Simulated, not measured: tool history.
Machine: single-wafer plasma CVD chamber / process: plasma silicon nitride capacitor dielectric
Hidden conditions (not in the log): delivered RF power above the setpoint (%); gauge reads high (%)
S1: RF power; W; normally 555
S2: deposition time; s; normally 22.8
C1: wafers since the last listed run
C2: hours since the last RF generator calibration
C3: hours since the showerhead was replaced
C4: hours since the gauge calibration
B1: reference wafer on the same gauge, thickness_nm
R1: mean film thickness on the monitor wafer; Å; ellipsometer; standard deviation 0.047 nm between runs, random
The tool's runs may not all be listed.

run,day,S1,S2,C1,C2,C3,C4,B1,R1
1,0,555,19.9,0,1931.7,7786.4,37,26.2,258.9
2,0.462,555,19.9,373,1942.8,7797.5,48.1,26.203,259.08
3,0.783,510,20.9,259,1950.5,7805.2,55.8,26.198,264.47
4,1.146,510,20.9,293,1959.2,7813.9,64.5,26.21,264.66
5,1.621,595,22.8,384,1970.6,7825.3,75.9,26.202,301.99
6,2.267,510,22.8,522,1986.1,7840.8,91.4,26.196,288.11
7,2.775,510,22.8,410,1998.3,7853,103.6,26.195,287.75
8,3.367,510,22.8,478,2012.5,7867.2,117.8,26.207,288.12
9,3.846,470,21.7,387,2024,7878.7,129.3,26.197,267.6
10,4.342,555,24.7,400,2035.9,7890.6,141.2,26.203,320.11
11,5.008,555,22.8,539,2051.9,7906.6,157.2,26.197,295.23
12,5.462,555,22.8,367,2062.8,7917.5,168.1,26.209,295.11
13,6.046,580,20.5,471,2076.8,7931.5,182.1,26.201,269.32
14,6.783,580,20.5,596,2094.5,7949.2,199.8,26.194,268.2
15,7.412,580,20.5,508,2109.6,7964.3,214.9,26.203,268.66
# day 8.3: RF generator calibrated
16,8.321,495,25.9,464,0.5,7986.1,236.7,26.193,333.53
17,8.517,495,25.9,158,5.2,7990.8,241.4,26.202,334.42
18,8.988,495,25.9,380,16.5,8002.1,252.7,26.199,334.58
19,10,555,22.8,818,40.8,8026.4,277,26.201,304.76
20,10.546,555,22.8,441,53.9,8039.5,290.1,26.201,303.98
21,11.1,555,22.8,448,67.2,8052.8,303.4,26.201,305.8
22,11.829,555,22.8,589,84.7,8070.3,320.9,26.206,304.45
# day 12.388: showerhead replaced
23,12.408,555,22.8,198,98.6,0.5,334.8,26.196,304.64
24,12.625,465,22.8,175,103.8,5.7,340,26.211,288.3
25,12.904,645,19.6,225,110.5,12.4,346.7,26.194,275.01
26,13.629,510,19.5,586,127.9,29.8,364.1,26.191,253.79
27,13.967,555,21.1,272,136,37.9,372.2,26.192,281.96
# day 14.125: gauge calibrated
28,14.558,555,22.8,478,150.2,52.1,10.4,26.213,303.69
29,15.242,555,22.8,552,166.6,68.5,26.8,26.199,303.59
30,15.725,555,24.7,390,178.2,80.1,38.4,26.214,329.92
31,16.138,555,22.8,333,188.1,90,48.3,26.211,305.48
32,16.458,555,22.8,259,195.8,97.7,56,26.202,305.19
33,16.838,595,19.7,306,204.9,106.8,65.1,26.194,268.61
34,17.583,640,25.3,603,222.8,124.7,83,26.198,352.32
35,17.838,480,25.6,205,228.9,130.8,89.1,26.199,325.55
36,18.567,645,25.2,589,246.4,148.3,106.6,26.198,353.46
37,19.146,555,20.7,468,260.3,162.2,120.5,26.206,276.56
38,19.571,615,18.4,343,270.5,172.4,130.7,26.201,254.52
39,20.262,555,22.8,559,287.1,189,147.3,26.186,303.86
40,20.629,555,20.9,296,295.9,197.8,156.1,26.2,279.62
41,21.271,555,20.4,518,311.3,213.2,171.5,26.204,272.59
42,21.833,495,20,454,324.8,226.7,185,26.183,257.19
43,22.262,470,21.7,346,335.1,237,195.3,26.194,275.59
44,22.9,630,21,515,350.4,252.3,210.6,26.198,291.36

Branching from run 44: 4 alternative next runs. What would each branch give?
A,22.917,520,22.8,13,350.8,252.7,211,?,?
B,22.917,520,19.9,13,350.8,252.7,211,?,?
C,22.917,485,25.6,13,350.8,252.7,211,?,?
D,22.917,655,25.7,13,350.8,252.7,211,?,?

run,B1,R1
A,26.197,297.65
B,26.197,259.79
C,26.197,326.9
D,26.197,360.77
The same runs, with their run-to-run variation unchanged, on a tool lacking any hidden condition would have given:
run,R1
A,298.66
B,260.67
C,328.01
D,361.99
